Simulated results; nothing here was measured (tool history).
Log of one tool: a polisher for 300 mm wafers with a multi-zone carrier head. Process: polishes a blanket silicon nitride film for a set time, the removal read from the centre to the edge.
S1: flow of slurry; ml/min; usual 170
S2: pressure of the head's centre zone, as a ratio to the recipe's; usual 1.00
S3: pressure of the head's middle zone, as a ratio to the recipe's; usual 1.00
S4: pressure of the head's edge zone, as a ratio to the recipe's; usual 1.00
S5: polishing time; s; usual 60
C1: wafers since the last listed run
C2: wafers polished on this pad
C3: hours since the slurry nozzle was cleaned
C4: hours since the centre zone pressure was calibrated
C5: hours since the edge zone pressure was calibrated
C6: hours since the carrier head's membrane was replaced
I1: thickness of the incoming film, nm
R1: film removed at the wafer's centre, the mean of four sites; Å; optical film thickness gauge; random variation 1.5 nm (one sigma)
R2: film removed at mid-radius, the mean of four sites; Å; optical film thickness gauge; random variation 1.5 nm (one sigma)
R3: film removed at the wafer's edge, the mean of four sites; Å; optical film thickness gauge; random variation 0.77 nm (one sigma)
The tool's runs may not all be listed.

Run 1, hour 0.0: usual settings but S1 150 ml/min, S2 1.06; C1 0; C2 1128; C3 422.5; C4 234.6; C5 338.9; C6 783.0; I1 435.2. Result: R1 1401 Å, R2 1258 Å, R3 1253 Å.
Run 2, hour 62.3: usual settings; C1 628; C2 1756; C3 484.8; C4 296.9; C5 401.2; C6 845.3; I1 433.4. Result: R1 1352 Å, R2 1302 Å, R3 1281 Å.
At hour 78.1: slurry nozzle cleaned.
At hour 104.8: edge zone pressure recalibrated.
At hour 154.6: carrier head's membrane replaced by a new one.
Run 3, hour 194.2: usual settings; C1 1249; C2 3005; C3 116.1; C4 428.8; C5 89.4; C6 39.6; I1 426.8. Result: R1 1347 Å, R2 1304 Å, R3 1272 Å.
Run 4, hour 264.7: usual settings but S1 185 ml/min; C1 710; C2 3716; C3 186.6; C4 499.3; C5 159.9; C6 110.1; I1 428.9. Result: R1 1350 Å, R2 1328 Å, R3 1283 Å.
Run 5, hour 315.1: usual settings but S2 0.89, S4 0.97, S5 75 s; C1 508; C2 4224; C3 237.0; C4 549.7; C5 210.3; C6 160.5; I1 428.7. Result: R1 1487 Å, R2 1634 Å, R3 1557 Å.
At hour 337.0: worn pad replaced by a new one.
Run 6, hour 349.2: usual settings; C1 303; C2 123; C3 271.1; C4 583.8; C5 244.4; C6 194.6; I1 438.3. Result: R1 1355 Å, R2 1284 Å, R3 1264 Å.
Run 7, hour 407.6: usual settings but S2 1.07, S4 0.93, S5 43 s; C1 588; C2 711; C3 329.5; C4 642.2; C5 302.8; C6 253.0; I1 431.9. Result: R1 1016 Å, R2 935 Å, R3 884 Å.
Run 8, hour 454.5: usual settings but S1 230 ml/min, S2 1.06, S3 0.90; C1 472; C2 1184; C3 376.4; C4 689.1; C5 349.7; C6 299.9; I1 431.9. Result: R1 1497 Å, R2 1234 Å, R3 1319 Å.
Run 9, hour 489.5: usual settings but S1 130 ml/min; C1 352; C2 1537; C3 411.4; C4 724.1; C5 384.7; C6 334.9; I1 428.7. Result: R1 1246 Å, R2 1212 Å, R3 1228 Å.
At hour 551.7: edge zone pressure recalibrated.
Run 10, hour 556.2: usual settings but S1 135 ml/min, S2 1.06, S4 1.08; C1 652; C2 2189; C3 478.1; C4 790.8; C5 4.5; C6 401.6; I1 433.7. Result: R1 1306 Å, R2 1249 Å, R3 1267 Å.
At hour 584.1: slurry nozzle cleaned.
Run 11, hour 604.8: usual settings but S2 0.89, S4 1.11; C1 479; C2 2669; C3 20.7; C4 839.4; C5 53.1; C6 450.2; I1 427.6. Result: R1 1166 Å, R2 1283 Å, R3 1341 Å.
Run 12, hour 667.7: usual settings but S1 190 ml/min, S3 1.09; C1 634; C2 3304; C3 83.6; C4 902.3; C5 116.0; C6 513.1; I1 429.5. Result: R1 1327 Å, R2 1414 Å, R3 1275 Å.
Run 13, hour 725.3: usual settings but S4 0.96, S5 51 s; C1 580; C2 3884; C3 141.2; C4 959.9; C5 173.6; C6 570.7; I1 424.4. Result: R1 1105 Å, R2 1102 Å, R3 1050 Å.
At hour 753.4: worn pad replaced by a new one.
Run 14, hour 792.7: usual settings but S5 41 s; C1 639; C2 395; C3 208.6; C4 1027.3; C5 241.0; C6 638.1; I1 428.9. Result: R1 898 Å, R2 899 Å, R3 865 Å.
Run 15, hour 824.1: usual settings but S2 1.11; C1 316; C2 712; C3 240.0; C4 1058.7; C5 272.4; C6 669.5; I1 426.0. Result: R1 1464 Å, R2 1301 Å, R3 1267 Å.
Run 16, hour 868.5: usual settings but S1 115 ml/min, S5 79 s; C1 447; C2 1160; C3 284.4; C4 1103.1; C5 316.8; C6 713.9; I1 424.9. Result: R1 1548 Å, R2 1530 Å, R3 1568 Å.
Run 17, hour 906.8: usual settings; C1 386; C2 1546; C3 322.7; C4 1141.4; C5 355.1; C6 752.2; I1 428.7. Result: R1 1307 Å, R2 1277 Å, R3 1263 Å.
At hour 952.0: edge zone pressure recalibrated.
Run 18, hour 978.6: usual settings but S1 215 ml/min, S2 0.91, S5 73 s; C1 703; C2 2250; C3 394.5; C4 1213.2; C5 26.6; C6 824.0; I1 437.2. Result: R1 1504 Å, R2 1668 Å, R3 1585 Å.
Run 19, hour 1009.2: usual settings but S2 1.12, S3 0.94; C1 308; C2 2558; C3 425.1; C4 1243.8; C5 57.2; C6 854.6; I1 425.8. Result: R1 1445 Å, R2 1211 Å, R3 1267 Å.
At hour 1058.2: carrier head's membrane replaced by a new one.
Run 20, hour 1058.7: usual settings but S4 0.90, S5 78 s; C1 448; C2 3007; C3 474.6; C4 1293.3; C5 106.7; C6 0.5; I1 423.7. Result: R1 1657 Å, R2 1630 Å, R3 1582 Å.
Run 21, hour 1100.3: usual settings; C1 419; C2 3426; C3 516.2; C4 1334.9; C5 148.3; C6 42.1; I1 431.1. Result: R1 1275 Å, R2 1292 Å, R3 1274 Å.
At hour 1105.7: slurry nozzle cleaned.
At hour 1143.0: centre zone pressure recalibrated.
At hour 1238.9: worn pad replaced by a new one.
Run 22, hour 1283.3: usual settings but S5 50 s; C1 1774; C2 447; C3 177.6; C4 140.3; C5 331.3; C6 225.1; I1 436.1. Result: R1 1100 Å, R2 1067 Å, R3 1055 Å.
Run 23, hour 1337.3: usual settings; C1 544; C2 992; C3 231.6; C4 194.3; C5 385.3; C6 279.1; I1 427.6. Result: R1 1353 Å, R2 1306 Å, R3 1267 Å.

3 ways to go on from here, each from the tool as it stands after run 23. What would each give?
Run A, hour 1337.7: usual settings but S5 53 s; C1 4; C2 996; C3 232.0; C4 194.7; C5 385.7; C6 279.5; I1 428.3. Result: R1 ?, R2 ?, R3 ?.
Run B, hour 1337.7: usual settings but S1 150 ml/min, S2 0.96; C1 4; C2 996; C3 232.0; C4 194.7; C5 385.7; C6 279.5; I1 428.3. Result: R1 ?, R2 ?, R3 ?.
Run C, hour 1337.7: usual settings but S1 205 ml/min, S2 0.93, S4 1.09, S5 73 s; C1 4; C2 996; C3 232.0; C4 194.7; C5 385.7; C6 279.5; I1 428.3. Result: R1 ?, R2 ?, R3 ?.

run    R1    R2    R3
  A  1195  1132  1118
  B  1262  1250  1243
  C  1584  1609  1645
Without the tool's hidden state the same runs would have given:
run    R1    R2    R3
  A  1199  1132  1118
  B  1267  1250  1243
  C  1590  1609  1645
